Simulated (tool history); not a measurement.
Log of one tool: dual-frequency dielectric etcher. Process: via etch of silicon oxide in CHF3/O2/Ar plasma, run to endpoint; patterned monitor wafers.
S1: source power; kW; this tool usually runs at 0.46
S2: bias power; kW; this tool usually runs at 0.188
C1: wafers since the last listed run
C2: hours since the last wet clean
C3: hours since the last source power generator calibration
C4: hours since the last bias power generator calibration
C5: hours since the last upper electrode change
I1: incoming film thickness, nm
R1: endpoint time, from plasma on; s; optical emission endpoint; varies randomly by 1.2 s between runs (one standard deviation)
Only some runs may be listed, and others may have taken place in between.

run 1 hour=0 | S1=0.37 S2=0.188 | C1=0 C2=329.3 C3=3787.2 C4=2860.7 C5=3438.8 | I1=737.5 | R1=451.7
run 2 hour=16.1 | S1=0.46 S2=0.176 | C1=88 C2=345.4 C3=3803.3 C4=2876.8 C5=3454.9 | I1=738.7 | R1=413.9
run 3 hour=30.8 | S1=0.46 S2=0.188 | C1=80 C2=360.1 C3=3818 C4=2891.5 C5=3469.6 | I1=740.8 | R1=403.8
run 4 hour=48.6 | S1=0.46 S2=0.188 | C1=97 C2=377.9 C3=3835.8 C4=2909.3 C5=3487.4 | I1=736.2 | R1=403
run 5 hour=59.4 | S1=0.46 S2=0.188 | C1=59 C2=388.7 C3=3846.6 C4=2920.1 C5=3498.2 | I1=739.4 | R1=404.2
run 6 hour=71.3 | S1=0.46 S2=0.188 | C1=65 C2=400.6 C3=3858.5 C4=2932 C5=3510.1 | I1=741.4 | R1=403.5
run 7 hour=83.7 | S1=0.46 S2=0.188 | C1=68 C2=413 C3=3870.9 C4=2944.4 C5=3522.5 | I1=740 | R1=403.9
run 8 hour=95.2 | S1=0.46 S2=0.188 | C1=63 C2=424.5 C3=3882.4 C4=2955.9 C5=3534 | I1=732.2 | R1=400.1
run 9 hour=107.6 | S1=0.46 S2=0.188 | C1=68 C2=436.9 C3=3894.8 C4=2968.3 C5=3546.4 | I1=739.3 | R1=405
-- hour=113.2 bias power generator calibrated
run 10 hour=124.6 | S1=0.46 S2=0.188 | C1=71 C2=453.9 C3=3911.8 C4=11.4 C5=3563.4 | I1=746.7 | R1=406
run 11 hour=131.5 | S1=0.46 S2=0.188 | C1=37 C2=460.8 C3=3918.7 C4=18.3 C5=3570.3 | I1=745.1 | R1=405.3
run 12 hour=140.4 | S1=0.46 S2=0.188 | C1=48 C2=469.7 C3=3927.6 C4=27.2 C5=3579.2 | I1=742.3 | R1=404
run 13 hour=157.1 | S1=0.46 S2=0.188 | C1=91 C2=486.4 C3=3944.3 C4=43.9 C5=3595.9 | I1=741.4 | R1=403.5
-- hour=186.9 wet clean of the chamber
run 14 hour=187.4 | S1=0.49 S2=0.167 | C1=34 C2=0.5 C3=3974.6 C4=74.2 C5=3626.2 | I1=734.2 | R1=405.8
run 15 hour=187.8 | S1=0.49 S2=0.167 | C1=2 C2=0.9 C3=3975 C4=74.6 C5=3626.6 | I1=744.8 | R1=414.4
run 16 hour=198 | S1=0.42 S2=0.154 | C1=56 C2=11.1 C3=3985.2 C4=84.8 C5=3636.8 | I1=747.7 | R1=459.5
run 17 hour=210.9 | S1=0.51 S2=0.145 | C1=70 C2=24 C3=3998.1 C4=97.7 C5=3649.7 | I1=741.6 | R1=420.6
run 18 hour=221.6 | S1=0.46 S2=0.188 | C1=58 C2=34.7 C3=4008.8 C4=108.4 C5=3660.4 | I1=743.9 | R1=411.4
run 19 hour=230 | S1=0.46 S2=0.188 | C1=46 C2=43.1 C3=4017.2 C4=116.8 C5=3668.8 | I1=734.5 | R1=404.7
run 20 hour=246.4 | S1=0.43 S2=0.16 | C1=90 C2=59.5 C3=4033.6 C4=133.2 C5=3685.2 | I1=742.1 | R1=445.2
run 21 hour=253.3 | S1=0.57 S2=0.188 | C1=37 C2=66.4 C3=4040.5 C4=140.1 C5=3692.1 | I1=742.2 | R1=369.7
run 22 hour=268.6 | S1=0.4 S2=0.201 | C1=84 C2=81.7 C3=4055.8 C4=155.4 C5=3707.4 | I1=742.1 | R1=429
-- hour=294 upper electrode replaced
run 23 hour=294.5 | S1=0.37 S2=0.163 | C1=10 C2=107.6 C3=4081.7 C4=181.3 C5=0.5 | I1=736.8 | R1=474.2
run 24 hour=298 | S1=0.46 S2=0.225 | C1=19 C2=111.1 C3=4085.2 C4=184.8 C5=4 | I1=738.3 | R1=382.9
-- hour=313.2 source power generator calibrated
run 25 hour=313.7 | S1=0.53 S2=0.218 | C1=64 C2=126.8 C3=0.5 C4=200.5 C5=19.7 | I1=749.1 | R1=369.7
run 26 hour=325.3 | S1=0.5 S2=0.154 | C1=63 C2=138.4 C3=12.1 C4=212.1 C5=31.3 | I1=746.9 | R1=419.4
run 27 hour=333.9 | S1=0.46 S2=0.171 | C1=47 C2=147 C3=20.7 C4=220.7 C5=39.9 | I1=740.2 | R1=420.4
run 28 hour=349.9 | S1=0.46 S2=0.188 | C1=87 C2=163 C3=36.7 C4=236.7 C5=55.9 | I1=744.7 | R1=409.7
run 29 hour=363.2 | S1=0.41 S2=0.169 | C1=73 C2=176.3 C3=50 C4=250 C5=69.2 | I1=745.5 | R1=448.9
run 30 hour=374 | S1=0.35 S2=0.226 | C1=59 C2=187.1 C3=60.8 C4=260.8 C5=80 | I1=734.8 | R1=438.2
run 31 hour=380.9 | S1=0.51 S2=0.211 | C1=37 C2=194 C3=67.7 C4=267.7 C5=86.9 | I1=739.4 | R1=371.4
run 32 hour=395.4 | S1=0.46 S2=0.188 | C1=79 C2=208.5 C3=82.2 C4=282.2 C5=101.4 | I1=734.5 | R1=401.5
run 33 hour=434.5 | S1=0.46 S2=0.188 | C1=214 C2=247.6 C3=121.3 C4=321.3 C5=140.5 | I1=744.6 | R1=407.3
run 34 hour=442.6 | S1=0.46 S2=0.188 | C1=44 C2=255.7 C3=129.4 C4=329.4 C5=148.6 | I1=749.1 | R1=411.1

Forecast each of these 5 alternatives for the next run:
run A hour=443.1 | S1=0.41 S2=0.188 | C1=2 C2=256.2 C3=129.9 C4=329.9 C5=149.1 | I1=738.7 | R1=?
run B hour=443.1 | S1=0.35 S2=0.147 | C1=2 C2=256.2 C3=129.9 C4=329.9 C5=149.1 | I1=738.7 | R1=?
run C hour=443.1 | S1=0.54 S2=0.188 | C1=2 C2=256.2 C3=129.9 C4=329.9 C5=149.1 | I1=738.7 | R1=?
run D hour=443.1 | S1=0.36 S2=0.218 | C1=2 C2=256.2 C3=129.9 C4=329.9 C5=149.1 | I1=738.7 | R1=?
run E hour=443.1 | S1=0.49 S2=0.17 | C1=2 C2=256.2 C3=129.9 C4=329.9 C5=149.1 | I1=738.7 | R1=?

run=A R1=430.4
run=B R1=504.1
run=C R1=376.3
run=D R1=438.7
run=E R1=406.5
Without the tool's hidden state the same runs would have given:
run=A R1=433.5
run=B R1=507.8
run=C R1=379
run=D R1=441.9
run=E R1=409.4
